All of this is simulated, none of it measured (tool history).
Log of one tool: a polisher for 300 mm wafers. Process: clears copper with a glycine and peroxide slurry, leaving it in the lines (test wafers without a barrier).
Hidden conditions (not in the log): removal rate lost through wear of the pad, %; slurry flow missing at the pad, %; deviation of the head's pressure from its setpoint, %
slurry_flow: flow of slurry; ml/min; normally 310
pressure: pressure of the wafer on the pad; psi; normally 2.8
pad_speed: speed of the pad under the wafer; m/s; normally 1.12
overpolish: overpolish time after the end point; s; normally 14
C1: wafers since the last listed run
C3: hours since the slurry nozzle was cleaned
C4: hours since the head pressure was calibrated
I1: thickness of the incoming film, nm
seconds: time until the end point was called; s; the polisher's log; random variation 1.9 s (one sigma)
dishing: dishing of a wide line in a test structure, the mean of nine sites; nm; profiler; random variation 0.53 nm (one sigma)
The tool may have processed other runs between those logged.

Run 1, day 0.000: usual settings; C1 0; wafers polished on this pad 1442; C3 632.8; C4 832.8; I1 658.7. Result: seconds 150.8 s, dishing 43.6 nm.
Run 2, day 3.200: usual settings; C1 807; wafers polished on this pad 2249; C3 709.6; C4 909.6; I1 669.8. Result: seconds 157.7 s, dishing 42.2 nm.
At day 4.783: slurry nozzle cleaned.
At day 5.675: worn pad replaced by a new one.
Run 3, day 7.012: usual settings; C1 909; wafers polished on this pad 337; C3 53.5; C4 1001.1; I1 667.8. Result: seconds 145.7 s, dishing 45.1 nm.
Run 4, day 12.462: usual settings; C1 1374; wafers polished on this pad 1712; C3 184.3; C4 1131.9; I1 670.3. Result: seconds 150.7 s, dishing 44.7 nm.
Run 5, day 14.796: usual settings; C1 588; wafers polished on this pad 2300; C3 240.3; C4 1187.9; I1 663.9. Result: seconds 151.8 s, dishing 43.5 nm.
At day 18.375: worn pad replaced by a new one.
Run 6, day 19.058: usual settings; C1 1033; wafers polished on this pad 172; C3 342.6; C4 1290.2; I1 666.7. Result: seconds 147.6 s, dishing 44.9 nm.
Run 7, day 22.025: usual settings; C1 748; wafers polished on this pad 920; C3 413.8; C4 1361.4; I1 679.2. Result: seconds 152.6 s, dishing 44.9 nm.
At day 25.867: head pressure recalibrated.
Run 8, day 26.517: usual settings; C1 1111; wafers polished on this pad 2032; C3 521.6; C4 15.6; I1 667.7. Result: seconds 153.7 s, dishing 44.3 nm.
At day 29.112: worn pad replaced by a new one.
At day 29.996: slurry nozzle cleaned.
Run 9, day 30.017: usual settings but pressure 2.2 psi; C1 830; wafers polished on this pad 217; C3 0.5; C4 99.6; I1 673.0. Result: seconds 184.3 s, dishing 37.3 nm.

Run 10, settings as shown, results not yet in. Your forecast:
Run 10, day 33.929: usual settings but pressure 2.0 psi; C1 986; wafers polished on this pad 1204; C3 94.4; C4 193.5; I1 665.3. Result: seconds ?, dishing ?.

Run 10 gave seconds 193.3 s, dishing 34.8 nm.
On a tool with no hidden condition, and with the same random variation, this run would have come out at seconds 192.4 s, dishing 35.0 nm.

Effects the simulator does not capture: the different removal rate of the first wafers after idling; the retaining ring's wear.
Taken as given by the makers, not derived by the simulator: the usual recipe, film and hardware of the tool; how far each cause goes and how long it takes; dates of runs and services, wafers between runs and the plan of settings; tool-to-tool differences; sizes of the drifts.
